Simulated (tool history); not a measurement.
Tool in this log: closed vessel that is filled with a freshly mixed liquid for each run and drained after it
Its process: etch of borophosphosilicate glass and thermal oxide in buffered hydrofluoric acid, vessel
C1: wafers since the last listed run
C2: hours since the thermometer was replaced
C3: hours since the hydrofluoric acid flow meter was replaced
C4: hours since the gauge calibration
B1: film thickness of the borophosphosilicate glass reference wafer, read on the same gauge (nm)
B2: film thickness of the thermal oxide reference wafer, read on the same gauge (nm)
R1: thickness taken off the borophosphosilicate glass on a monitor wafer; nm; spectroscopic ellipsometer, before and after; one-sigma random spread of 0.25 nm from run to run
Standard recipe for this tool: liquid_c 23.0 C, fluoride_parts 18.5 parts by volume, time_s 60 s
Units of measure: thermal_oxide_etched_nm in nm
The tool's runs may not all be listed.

Run 1, hour 0.0: usual settings but liquid_c 20.5 C; C1 0; C2 2705.0; C3 159.3; C4 533.5; B1 150.00; B2 30.03. Result: R1 60.63 nm, thermal_oxide_etched_nm 30.57 nm.
Run 2, hour 33.8: usual settings but liquid_c 20.5 C; C1 4077; C2 2738.8; C3 193.1; C4 567.3; B1 150.02; B2 30.01. Result: R1 60.59 nm, thermal_oxide_etched_nm 30.50 nm.
Run 3, hour 53.0: usual settings but time_s 50 s; C1 2316; C2 2758.0; C3 212.3; C4 586.5; B1 149.99; B2 30.03. Result: R1 58.06 nm, thermal_oxide_etched_nm 29.72 nm.
Run 4, hour 74.7: usual settings but fluoride_parts 15.5 parts by volume; C1 2618; C2 2779.7; C3 234.0; C4 608.2; B1 150.00; B2 30.01. Result: R1 82.97 nm, thermal_oxide_etched_nm 41.85 nm.
At hour 79.3: gauge calibrated.
Run 5, hour 89.0: usual settings but fluoride_parts 15.5 parts by volume; C1 1725; C2 2794.0; C3 248.3; C4 9.7; B1 150.01; B2 30.02. Result: R1 82.96 nm, thermal_oxide_etched_nm 42.14 nm.
Run 6, hour 120.9: usual settings; C1 3848; C2 2825.9; C3 280.2; C4 41.6; B1 149.99; B2 30.06. Result: R1 69.86 nm, thermal_oxide_etched_nm 34.78 nm.
Run 7, hour 146.2: usual settings; C1 3052; C2 2851.2; C3 305.5; C4 66.9; B1 150.02; B2 29.98. Result: R1 70.35 nm, thermal_oxide_etched_nm 35.30 nm.
Run 8, hour 164.0: usual settings; C1 2147; C2 2869.0; C3 323.3; C4 84.7; B1 150.01; B2 30.01. Result: R1 70.28 nm, thermal_oxide_etched_nm 35.39 nm.
Run 9, hour 240.0: usual settings but fluoride_parts 17.0 parts by volume, time_s 85 s; C1 9169; C2 2945.0; C3 399.3; C4 160.7; B1 150.01; B2 30.01. Result: R1 109.23 nm, thermal_oxide_etched_nm 54.23 nm.
Run 10, hour 266.2: usual settings but fluoride_parts 14.0 parts by volume; C1 3160; C2 2971.2; C3 425.5; C4 186.9; B1 150.00; B2 30.04. Result: R1 93.65 nm, thermal_oxide_etched_nm 47.06 nm.
Run 11, hour 299.0: usual settings; C1 3957; C2 3004.0; C3 458.3; C4 219.7; B1 149.98; B2 30.02. Result: R1 70.45 nm, thermal_oxide_etched_nm 35.94 nm.
Run 12, hour 329.7: usual settings; C1 3703; C2 3034.7; C3 489.0; C4 250.4; B1 150.00; B2 29.97. Result: R1 70.87 nm, thermal_oxide_etched_nm 35.49 nm.
Run 13, hour 356.1: usual settings; C1 3185; C2 3061.1; C3 515.4; C4 276.8; B1 150.01; B2 30.01. Result: R1 70.84 nm, thermal_oxide_etched_nm 35.98 nm.
Run 14, hour 374.1: usual settings but liquid_c 18.5 C; C1 2171; C2 3079.1; C3 533.4; C4 294.8; B1 150.00; B2 30.02. Result: R1 55.93 nm, thermal_oxide_etched_nm 28.05 nm.
At hour 403.5: hydrofluoric acid flow meter replaced.
Run 15, hour 404.9: usual settings but liquid_c 25.0 C, fluoride_parts 26.0 parts by volume, time_s 95 s; C1 3595; C2 3109.9; C3 1.4; C4 325.6; B1 150.01; B2 30.00. Result: R1 94.13 nm, thermal_oxide_etched_nm 48.72 nm.
Run 16, hour 424.3: usual settings but liquid_c 19.5 C, fluoride_parts 14.0 parts by volume, time_s 85 s; C1 2340; C2 3129.3; C3 20.8; C4 345.0; B1 149.99; B2 29.99. Result: R1 106.78 nm, thermal_oxide_etched_nm 53.55 nm.
At hour 430.3: thermometer replaced.
Run 17, hour 442.1: usual settings; C1 2026; C2 11.8; C3 38.6; C4 362.8; B1 150.00; B2 30.02. Result: R1 63.67 nm, thermal_oxide_etched_nm 32.64 nm.
Run 18, hour 461.1: usual settings but liquid_c 26.5 C, time_s 70 s; C1 2292; C2 30.8; C3 57.6; C4 381.8; B1 150.01; B2 30.02. Result: R1 89.82 nm, thermal_oxide_etched_nm 45.14 nm.
Run 19, hour 484.7: usual settings; C1 2847; C2 54.4; C3 81.2; C4 405.4; B1 149.98; B2 29.98. Result: R1 63.75 nm, thermal_oxide_etched_nm 32.43 nm.
Run 20, hour 502.5: usual settings but liquid_c 20.5 C, fluoride_parts 24.0 parts by volume; C1 2147; C2 72.2; C3 99.0; C4 423.2; B1 149.99; B2 30.01. Result: R1 45.23 nm, thermal_oxide_etched_nm 23.19 nm.
Run 21, hour 536.0: usual settings but fluoride_parts 24.5 parts by volume; C1 4041; C2 105.7; C3 132.5; C4 456.7; B1 150.01; B2 30.03. Result: R1 51.39 nm, thermal_oxide_etched_nm 26.21 nm.
Run 22, hour 565.0: usual settings but liquid_c 26.5 C, fluoride_parts 25.5 parts by volume; C1 3498; C2 134.7; C3 161.5; C4 485.7; B1 150.00; B2 30.01. Result: R1 60.82 nm, thermal_oxide_etched_nm 30.86 nm.
Run 23, hour 593.5: usual settings but liquid_c 20.5 C, time_s 75 s; C1 3438; C2 163.2; C3 190.0; C4 514.2; B1 150.00; B2 30.01. Result: R1 70.52 nm, thermal_oxide_etched_nm 34.72 nm.
Run 24, hour 626.5: usual settings but liquid_c 26.0 C, fluoride_parts 23.0 parts by volume, time_s 50 s; C1 3981; C2 196.2; C3 223.0; C4 547.2; B1 149.99; B2 30.01. Result: R1 52.71 nm, thermal_oxide_etched_nm 26.69 nm.
Run 25, hour 661.4: usual settings; C1 4210; C2 231.1; C3 257.9; C4 582.1; B1 150.00; B2 30.03. Result: R1 64.66 nm, thermal_oxide_etched_nm 33.08 nm.
Run 26, hour 688.0: usual settings but liquid_c 26.0 C, time_s 35 s; C1 3209; C2 257.7; C3 284.5; C4 608.7; B1 150.00; B2 29.98. Result: R1 44.49 nm, thermal_oxide_etched_nm 22.16 nm.

Branching from run 26: 3 alternative next runs. What would each branch give?
Run A, hour 688.7: usual settings but fluoride_parts 22.0 parts by volume; C1 84; C2 258.4; C3 285.2; C4 609.4; B1 ?; B2 ?. Result: R1 ?, thermal_oxide_etched_nm ?.
Run B, hour 688.7: usual settings but fluoride_parts 25.5 parts by volume, time_s 75 s; C1 84; C2 258.4; C3 285.2; C4 609.4; B1 ?; B2 ?. Result: R1 ?, thermal_oxide_etched_nm ?.
Run C, hour 688.7: usual settings but liquid_c 25.0 C; C1 84; C2 258.4; C3 285.2; C4 609.4; B1 ?; B2 ?. Result: R1 ?, thermal_oxide_etched_nm ?.

run      B1     B2     R1  thermal_oxide_etched_nm
  A  150.02  30.03  55.91                    28.73
  B  150.02  30.03  63.11                    32.44
  C  150.02  30.03  72.22                    37.12
With no hidden state in the tool, these same runs would have given:
run     R1  thermal_oxide_etched_nm
  A  54.81                    28.16
  B  61.86                    31.80
  C  70.48                    36.23

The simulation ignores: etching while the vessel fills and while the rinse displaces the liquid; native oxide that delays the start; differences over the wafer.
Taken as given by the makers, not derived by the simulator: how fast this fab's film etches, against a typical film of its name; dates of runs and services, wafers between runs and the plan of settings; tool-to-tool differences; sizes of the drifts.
